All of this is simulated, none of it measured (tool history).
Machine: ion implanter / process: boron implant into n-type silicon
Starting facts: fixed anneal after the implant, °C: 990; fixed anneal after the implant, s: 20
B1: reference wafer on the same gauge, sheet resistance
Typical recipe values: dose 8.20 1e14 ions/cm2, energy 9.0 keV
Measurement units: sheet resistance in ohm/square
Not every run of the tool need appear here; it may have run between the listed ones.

{"run": 1, "day": 0.0, "dose": 9.68, "energy": 7.5, "B1": 142.06, "sheet resistance": 155.5}
{"run": 2, "day": 1.096, "dose": 9.68, "energy": 7.5, "B1": 142.04, "sheet resistance": 155.48}
{"run": 3, "day": 1.608, "dose": 9.68, "energy": 7.5, "B1": 142.03, "sheet resistance": 155.1}
{"run": 4, "day": 2.312, "dose": 8.2, "energy": 9.0, "B1": 141.99, "sheet resistance": 162.9}
{"run": 5, "day": 3.329, "dose": 8.2, "energy": 9.0, "B1": 142.07, "sheet resistance": 162.95}
{"run": 6, "day": 4.246, "dose": 8.2, "energy": 9.0, "B1": 142.0, "sheet resistance": 162.53}
{"run": 7, "day": 4.838, "dose": 8.2, "energy": 7.5, "B1": 141.96, "sheet resistance": 169.45}
{"day": 5.621, "done": "gauge calibrated"}
{"run": 8, "day": 5.854, "dose": 8.2, "energy": 7.5, "B1": 141.97, "sheet resistance": 169.42}
{"run": 9, "day": 6.558, "dose": 8.2, "energy": 7.5, "B1": 142.0, "sheet resistance": 169.07}
{"run": 10, "day": 7.6, "dose": 8.2, "energy": 9.0, "B1": 142.01, "sheet resistance": 161.71}
{"day": 9.042, "done": "extraction supply calibrated"}
{"run": 11, "day": 9.062, "dose": 8.95, "energy": 12.0, "B1": 141.99, "sheet resistance": 144.74}
{"run": 12, "day": 9.471, "dose": 7.4, "energy": 6.0, "B1": 142.03, "sheet resistance": 190.49}
{"run": 13, "day": 10.179, "dose": 6.95, "energy": 9.0, "B1": 141.94, "sheet resistance": 181.41}
{"run": 14, "day": 10.821, "dose": 8.2, "energy": 9.0, "B1": 141.99, "sheet resistance": 161.43}
{"day": 11.767, "done": "Faraday cup replaced and dose calibrated"}
{"run": 15, "day": 12.025, "dose": 7.08, "energy": 9.0, "B1": 141.95, "sheet resistance": 184.77}
{"run": 16, "day": 12.854, "dose": 7.04, "energy": 10.5, "B1": 141.98, "sheet resistance": 181.51}
{"run": 17, "day": 13.767, "dose": 8.2, "energy": 9.0, "B1": 142.0, "sheet resistance": 166.94}
{"run": 18, "day": 14.854, "dose": 8.2, "energy": 9.0, "B1": 142.04, "sheet resistance": 166.57}
{"run": 19, "day": 15.975, "dose": 5.8, "energy": 8.0, "B1": 141.94, "sheet resistance": 217.76}
{"run": 20, "day": 17.471, "dose": 8.98, "energy": 9.0, "B1": 141.99, "sheet resistance": 157.54}

What if the next run were any one of these 3? Each begins from the tool's condition after run 20:
{"run": "A", "day": 17.488, "dose": 8.2, "energy": 9.0, "B1": "?", "sheet resistance": "?"}
{"run": "B", "day": 17.488, "dose": 6.05, "energy": 10.0, "B1": "?", "sheet resistance": "?"}
{"run": "C", "day": 17.488, "dose": 8.99, "energy": 7.5, "B1": "?", "sheet resistance": "?"}

run=A B1=141.99 sheet_resistance=166.61
run=B B1=141.99 sheet_resistance=205.19
run=C B1=141.99 sheet_resistance=164.25
Take away the tool's hidden state, keep each run's random variation, and the runs would have read:
run=A sheet_resistance=167.21
run=B sheet_resistance=206.08
run=C sheet_resistance=164.75
